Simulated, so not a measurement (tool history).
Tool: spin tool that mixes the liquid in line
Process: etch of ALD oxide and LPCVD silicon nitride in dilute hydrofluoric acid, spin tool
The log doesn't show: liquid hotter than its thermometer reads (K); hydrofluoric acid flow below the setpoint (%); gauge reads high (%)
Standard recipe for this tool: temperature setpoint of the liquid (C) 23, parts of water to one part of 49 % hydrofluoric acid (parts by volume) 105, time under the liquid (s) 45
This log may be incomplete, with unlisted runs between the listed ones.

run	hour	temperature setpoint of the liquid (C)	parts of water to one part of 49 % hydrofluoric acid (parts by volume)	time under the liquid (s)	wafers since the last listed run	hours since the thermometer was replaced	hours since the hydrofluoric acid flow meter was replaced	hours since the gauge calibration	read-back film thickness of the ALD oxide reference wafer, read on the same gauge (nm)	read-back film thickness of the LPCVD silicon nitride reference wafer, read on the same gauge (nm)	thickness taken off the ALD oxide on a monitor wafer (nm)	thickness taken off the LPCVD silicon nitride on a monitor wafer (nm)
1	0	23	80	45	0	1078.5	1171.6	298.1	119.98	130.042	9.6	0.295
# hour 3.3: hydrofluoric acid flow meter replaced
2	15.8	23	80	45	237	1094.3	12.5	313.9	119.98	130.006	9.5	0.294
3	31.1	23	105	45	245	1109.6	27.8	329.2	119.97	129.998	7.03	0.231
4	55.2	23	105	45	387	1133.7	51.9	353.3	120.03	129.992	7.09	0.233
5	79.7	23	105	45	393	1158.2	76.4	377.8	119.99	130.03	7.05	0.206
6	97.7	24	105	45	289	1176.2	94.4	395.8	119.98	129.979	7.42	0.205
7	129.3	23	105	55	507	1207.8	126	427.4	120.03	129.99	8.67	0.265
8	141.7	23	105	45	199	1220.2	138.4	439.8	120.01	129.986	7.11	0.212
9	153.9	19	105	45	196	1232.4	150.6	452	120.04	129.994	6.08	0.158
10	174.5	23	65	45	331	1253	171.2	472.6	120	130.011	12.28	0.37
11	188.3	23	105	45	221	1266.8	185	486.4	119.98	129.956	7.12	0.232
# hour 197.3: thermometer replaced
12	200.7	20.5	140	70	183	3.4	197.4	498.8	119.98	130.028	7.2	0.256
13	217.7	24.5	145	45	273	20.4	214.4	515.8	120.01	130.001	5.13	0.18
14	232.1	24.5	150	25	231	34.8	228.8	530.2	119.98	129.971	2.77	0.076
15	262	18.5	105	30	480	64.7	258.7	560.1	120.04	130.024	3.96	0.093
# hour 283.1: gauge calibrated
16	291.8	26	70	70	478	94.5	288.5	8.7	119.97	130.015	19.53	0.625
17	307.5	21.5	150	45	252	110.2	304.2	24.4	119.98	130.027	4.44	0.138
18	339.4	23	105	45	512	142.1	336.1	56.3	119.95	129.993	7.13	0.254
19	367.1	20.5	105	20	445	169.8	363.8	84	120.04	129.989	2.82	0.071
20	386.6	21.5	105	40	313	189.3	383.3	103.5	120.01	130.021	5.99	0.174
21	401.4	23	105	35	237	204.1	398.1	118.3	120	129.989	5.5	0.14
22	431.7	25.5	120	30	486	234.4	428.4	148.6	120.01	129.961	4.58	0.165
23	446	20	80	45	229	248.7	442.7	162.9	120.02	129.994	8.46	0.237
24	468.9	23	105	45	368	271.6	465.6	185.8	119.99	129.987	7.13	0.268
25	499.8	23	145	45	496	302.5	496.5	216.7	119.99	129.942	4.92	0.167

Branching from run 25: 5 alternative next runs. What would each branch give?
A	500.2	23	105	45	6	302.9	496.9	217.1	?	?	?	?
B	500.2	18.5	90	55	6	302.9	496.9	217.1	?	?	?	?
C	500.2	21.5	75	25	6	302.9	496.9	217.1	?	?	?	?
D	500.2	26.5	120	45	6	302.9	496.9	217.1	?	?	?	?
E	500.2	20	105	30	6	302.9	496.9	217.1	?	?	?	?

run	read-back film thickness of the ALD oxide reference wafer, read on the same gauge (nm)	read-back film thickness of the LPCVD silicon nitride reference wafer, read on the same gauge (nm)	thickness taken off the ALD oxide on a monitor wafer (nm)	thickness taken off the LPCVD silicon nitride on a monitor wafer (nm)
A	119.96	129.998	7.08	0.236
B	119.96	129.998	8.55	0.247
C	119.96	129.998	5.37	0.165
D	119.96	129.998	6.98	0.259
E	119.96	129.998	4.18	0.129
Without the tool's unlogged condition, the same runs would have read:
run	thickness taken off the ALD oxide on a monitor wafer (nm)	thickness taken off the LPCVD silicon nitride on a monitor wafer (nm)
A	7.08	0.236
B	8.55	0.247
C	5.37	0.165
D	6.98	0.259
E	4.18	0.129
